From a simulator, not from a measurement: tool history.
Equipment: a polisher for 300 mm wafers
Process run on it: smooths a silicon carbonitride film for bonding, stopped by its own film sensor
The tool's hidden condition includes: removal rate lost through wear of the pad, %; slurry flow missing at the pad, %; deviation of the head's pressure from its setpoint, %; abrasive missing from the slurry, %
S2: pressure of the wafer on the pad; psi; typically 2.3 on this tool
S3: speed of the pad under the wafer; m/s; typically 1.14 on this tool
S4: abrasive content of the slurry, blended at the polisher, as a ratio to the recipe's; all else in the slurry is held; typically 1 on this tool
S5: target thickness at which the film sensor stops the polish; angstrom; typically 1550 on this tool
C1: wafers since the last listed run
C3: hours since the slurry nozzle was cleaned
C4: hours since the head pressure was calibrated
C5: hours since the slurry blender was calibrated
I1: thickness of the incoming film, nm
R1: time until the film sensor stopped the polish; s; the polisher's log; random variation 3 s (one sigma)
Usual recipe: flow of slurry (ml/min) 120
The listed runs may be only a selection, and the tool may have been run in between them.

Run 1, hour 0: usual settings; C1 0; wafers polished on this pad 2432; C3 558.8; C4 633.6; C5 55.3; I1 189.7. Result: R1 173.5 s.
At hour 21.5: head pressure recalibrated.
At hour 60.4: slurry nozzle cleaned.
Run 2, hour 181.5: usual settings; C1 1269; wafers polished on this pad 3702; C3 121.1; C4 160; C5 236.8; I1 191.1. Result: R1 175.5 s.
Run 3, hour 231.6: usual settings; C1 356; wafers polished on this pad 4059; C3 171.2; C4 210.1; C5 286.9; I1 191.1. Result: R1 177.9 s.
Run 4, hour 307.9: usual settings; C1 542; wafers polished on this pad 4601; C3 247.5; C4 286.4; C5 363.2; I1 189.5. Result: R1 174.3 s.
At hour 324.8: worn pad replaced by a new one.
Run 5, hour 344.2: usual settings; C1 229; wafers polished on this pad 138; C3 283.8; C4 322.7; C5 399.5; I1 188.1. Result: R1 145.3 s.
Run 6, hour 396.8: usual settings; C1 374; wafers polished on this pad 512; C3 336.4; C4 375.3; C5 452.1; I1 190.8. Result: R1 163.4 s.
Run 7, hour 481.8: usual settings; C1 604; wafers polished on this pad 1117; C3 421.4; C4 460.3; C5 537.1; I1 189.7. Result: R1 156.3 s.
Run 8, hour 558.4: usual settings but flow of slurry (ml/min) 145; C1 544; wafers polished on this pad 1662; C3 498; C4 536.9; C5 613.7; I1 186. Result: R1 141.9 s.
At hour 604.6: slurry blender recalibrated.
Run 9, hour 604.9: usual settings but flow of slurry (ml/min) 145; C1 316; wafers polished on this pad 1978; C3 544.5; C4 583.4; C5 0.3; I1 191.6. Result: R1 173.6 s.
At hour 616.8: slurry nozzle cleaned.
Run 10, hour 674.4: usual settings but flow of slurry (ml/min) 145; C1 487; wafers polished on this pad 2466; C3 57.6; C4 652.9; C5 69.8; I1 191.2. Result: R1 176.1 s.
At hour 679.9: head pressure recalibrated.
Run 11, hour 712.6: usual settings; C1 257; wafers polished on this pad 2723; C3 95.8; C4 32.7; C5 108; I1 192.1. Result: R1 181.3 s.
Run 12, hour 802.4: usual settings; C1 638; wafers polished on this pad 3362; C3 185.6; C4 122.5; C5 197.8; I1 189.5. Result: R1 171.5 s.
Run 13, hour 992.1: usual settings; C1 1349; wafers polished on this pad 4712; C3 375.3; C4 312.2; C5 387.5; I1 186.9. Result: R1 159.7 s.
At hour 998.4: worn pad replaced by a new one.
Run 14, hour 1094.1: usual settings; C1 697; wafers polished on this pad 681; C3 477.3; C4 414.2; C5 489.5; I1 191. Result: R1 161.7 s.
At hour 1217.9: slurry nozzle cleaned.
At hour 1252.2: slurry blender recalibrated.
At hour 1354.6: head pressure recalibrated.
Run 15, hour 1409.9: usual settings but S2 2.6 psi, S3 0.82 m/s; C1 2211; wafers polished on this pad 2892; C3 192; C4 55.3; C5 157.7; I1 191.7. Result: R1 208.8 s.
Run 16, hour 1464.4: usual settings but S4 1.3; C1 387; wafers polished on this pad 3280; C3 246.5; C4 109.8; C5 212.2; I1 194.1. Result: R1 167.1 s.
Run 17, hour 1558.4: usual settings but S2 3.1 psi, S3 0.88 m/s, S5 1500 angstrom; C1 668; wafers polished on this pad 3948; C3 340.5; C4 203.8; C5 306.2; I1 190.6. Result: R1 182.7 s.
At hour 1606.2: worn pad replaced by a new one.
Run 18, hour 1655.7: usual settings but S5 1620 angstrom; C1 663; wafers polished on this pad 352; C3 437.8; C4 301.1; C5 403.5; I1 193.2. Result: R1 144.9 s.
Run 19, hour 1707.2: usual settings but S3 0.88 m/s, S5 1480 angstrom; C1 366; wafers polished on this pad 718; C3 489.3; C4 352.6; C5 455; I1 188.7. Result: R1 231.2 s.
Run 20, hour 1762.1: usual settings but flow of slurry (ml/min) 145; C1 390; wafers polished on this pad 1109; C3 544.2; C4 407.5; C5 509.9; I1 190.7. Result: R1 164.9 s.
At hour 1858.8: slurry blender recalibrated.
At hour 1883: slurry nozzle cleaned.
At hour 1958.9: head pressure recalibrated.
Run 21, hour 2003.6: usual settings but S4 1.15, S5 1510 angstrom; C1 1682; wafers polished on this pad 2791; C3 120.6; C4 44.7; C5 144.8; I1 186.6. Result: R1 166 s.
Run 22, hour 2064.1: usual settings but S2 1.9 psi, S3 1.24 m/s, S4 1.15; C1 430; wafers polished on this pad 3222; C3 181.1; C4 105.2; C5 205.3; I1 191.7. Result: R1 190.1 s.
At hour 2137: worn pad replaced by a new one.
Run 23, hour 2155.1: usual settings but S3 0.88 m/s, S5 1480 angstrom; C1 618; wafers polished on this pad 128; C3 272.1; C4 196.2; C5 296.3; I1 191.7. Result: R1 237.3 s.
Run 24, hour 2250.6: usual settings but flow of slurry (ml/min) 150, S2 2.7 psi, S5 1640 angstrom; C1 679; wafers polished on this pad 807; C3 367.6; C4 291.7; C5 391.8; I1 190.7. Result: R1 103.3 s.
Run 25, hour 2322: usual settings but flow of slurry (ml/min) 105, S2 1.5 psi, S3 1.48 m/s, S5 1650 angstrom; C1 507; wafers polished on this pad 1315; C3 439; C4 363.1; C5 463.2; I1 188. Result: R1 138.6 s.
Run 26, hour 2429.4: usual settings; C1 764; wafers polished on this pad 2080; C3 546.4; C4 470.5; C5 570.6; I1 192.7. Result: R1 185.7 s.
At hour 2476.8: slurry nozzle cleaned.
Run 27, hour 2497.1: usual settings but flow of slurry (ml/min) 150; C1 474; wafers polished on this pad 2554; C3 20.3; C4 538.2; C5 638.3; I1 187.1. Result: R1 152.5 s.
At hour 2508.8: head pressure recalibrated.
At hour 2518: slurry blender recalibrated.
Run 28, hour 2547.4: usual settings but S2 2.8 psi, S4 1.15, S5 1600 angstrom; C1 329; wafers polished on this pad 2884; C3 70.6; C4 38.6; C5 29.4; I1 187. Result: R1 103 s.
Run 29, hour 2627.8: usual settings but S4 1.3; C1 572; wafers polished on this pad 3456; C3 151; C4 119; C5 109.8; I1 188.5. Result: R1 147.5 s.
Run 30, hour 2702.7: usual settings but flow of slurry (ml/min) 130, S4 0.75; C1 532; wafers polished on this pad 3988; C3 225.9; C4 193.9; C5 184.7; I1 187.3. Result: R1 180.9 s.

Give the tool's hidden conditions for every run:
slurry flow missing at the pad, %: 0 at every run
deviation of the head's pressure from its setpoint, %: 0 at every run
abrasive missing from the slurry, %: 0 at every run
H1: removal rate lost through wear of the pad, %
run    H1
  1  10.8
  2  12.1
  3  12.3
  4  12.6
  5  1.39
  6  4.02
  7  7.07
  8   8.9
  9  9.71
 10  10.6
 11    11
 12  11.7
 13  12.4
 14  5.04
 15  11.3
 16  11.6
 17  12.1
 18  3.85
 19  6.08
 20   7.9
 21    12
 22  12.4
 23  1.39
 24  5.75
 25   7.9
 26  9.98
 27  10.8
 28  11.3
 29  11.8
 30  12.2
